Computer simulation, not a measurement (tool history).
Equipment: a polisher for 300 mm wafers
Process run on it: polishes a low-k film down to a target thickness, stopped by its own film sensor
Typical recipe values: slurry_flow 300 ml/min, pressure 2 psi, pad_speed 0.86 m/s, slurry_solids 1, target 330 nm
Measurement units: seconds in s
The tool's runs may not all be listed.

run,hour,slurry_flow,pressure,pad_speed,slurry_solids,target,wafers since the last listed run,wafers polished on this pad,hours since the slurry nozzle was cleaned,hours since the head pressure was calibrated,hours since the slurry blender was calibrated,hours since the conditioning disc was replaced,"incoming thickness of the incoming film, nm",seconds
1,0,300,2,0.86,1,330,0,1914,251.4,473,217.8,354.3,365.8,99.5
2,94.7,300,2,0.86,1,330,608,2522,346.1,567.7,312.5,449,371.8,117.6
# hour 136.5: conditioning disc replaced and pad reconditioned
# hour 137.2: slurry nozzle cleaned
3,153.8,300,2,0.86,1,330,362,2885,16.6,626.8,371.6,17.3,369.9,111.5
# hour 160.8: worn pad replaced by a new one
4,250.1,300,2,0.86,1,330,593,574,112.9,723.1,467.9,113.6,377.8,133.5
# hour 260.5: slurry blender recalibrated
5,302.3,300,2,0.86,1,330,322,897,165.1,775.3,41.8,165.8,367.9,107
# hour 510.7: conditioning disc replaced and pad reconditioned
6,525.8,300,2,0.86,1,330,1424,2321,388.6,998.8,265.3,15.1,370.3,114.3
# hour 563.8: worn pad replaced by a new one
7,573.7,300,2,0.86,1,330,282,63,436.5,1046.7,313.2,63,370.2,114.6
# hour 609.9: slurry nozzle cleaned
8,649.7,300,2,0.86,1,330,482,545,39.8,1122.7,389.2,139,375.1,126.9
# hour 693.7: slurry blender recalibrated
9,747.2,300,2,0.86,1,330,614,1159,137.3,1220.2,53.5,236.5,363.1,93.4
10,789.8,300,2,0.86,1,330,273,1433,179.9,1262.8,96.1,279.1,368.3,104.5
11,874.5,300,2,0.86,1,330,544,1978,264.6,1347.5,180.8,363.8,370.2,112.9
# hour 884.6: conditioning disc replaced and pad reconditioned
# hour 970.6: worn pad replaced by a new one
# hour 972.7: head pressure recalibrated
12,1009.1,300,2.5,1.02,1.25,343,813,234,399.2,36.4,315.4,124.5,368.8,45.1
# hour 1051: slurry nozzle cleaned
13,1091.5,300,2,0.86,1,330,523,758,40.5,118.8,397.8,206.9,367.7,108
14,1172.4,300,2.4,0.78,1,323,520,1278,121.4,199.7,478.7,287.8,365.9,108
# hour 1181: slurry blender recalibrated
15,1231.1,200,2.2,1.1,0.8,330,364,1642,180.1,258.4,50.1,346.5,363,81.5
# hour 1285.3: conditioning disc replaced and pad reconditioned
16,1292.1,300,2,0.86,1,336,379,2022,241.1,319.4,111.1,6.8,364,78.5
17,1341.8,300,2,0.86,1,330,319,2341,290.8,369.1,160.8,56.5,364.4,94.6
# hour 1431.8: slurry nozzle cleaned
18,1439,300,2,0.86,1,330,618,2960,7.2,466.3,258,153.7,364.4,95.8
# hour 1462.7: worn pad replaced by a new one
19,1503,270,1.8,0.66,0.7,330,385,259,71.2,530.3,322,217.7,363.1,164.7
# hour 1547.6: slurry blender recalibrated
20,1548.1,300,2,0.72,1.1,330,277,536,116.3,575.4,0.5,262.8,371.4,125.2
21,1643.3,300,2,0.86,1,330,612,1148,211.5,670.6,95.7,358,371.9,118.4
22,1692.1,300,2,0.86,0.85,330,313,1462,260.3,719.4,144.5,406.8,368.2,117.2
# hour 1740: conditioning disc replaced and pad reconditioned
23,1757.5,265,2,0.7,1,330,407,1869,325.7,784.8,209.9,17.5,367.8,129.2
# hour 1827.3: slurry nozzle cleaned
24,1847.7,395,2.6,0.86,0.8,330,573,2443,20.4,875,300.1,107.7,366.9,87.6

Alternative continuations, all from the tool just after run 24; predict every row:
A,1848.2,300,2,0.86,1,330,3,2446,20.9,875.5,300.6,108.2,376.2,?
B,1848.2,300,2,0.64,1,330,3,2446,20.9,875.5,300.6,108.2,376.2,?
C,1848.2,300,2,0.6,1,340,3,2446,20.9,875.5,300.6,108.2,376.2,?
D,1848.2,300,2,0.6,1,330,3,2446,20.9,875.5,300.6,108.2,376.2,?
E,1848.2,300,2.6,1.08,1.15,343,3,2446,20.9,875.5,300.6,108.2,376.2,?

run,seconds
A,128.1
B,162.2
C,133.8
D,170.8
E,54.9
Had the tool no hidden state, the same runs would have come out as:
run,seconds
A,128.1
B,162.2
C,133.8
D,170.8
E,54.9

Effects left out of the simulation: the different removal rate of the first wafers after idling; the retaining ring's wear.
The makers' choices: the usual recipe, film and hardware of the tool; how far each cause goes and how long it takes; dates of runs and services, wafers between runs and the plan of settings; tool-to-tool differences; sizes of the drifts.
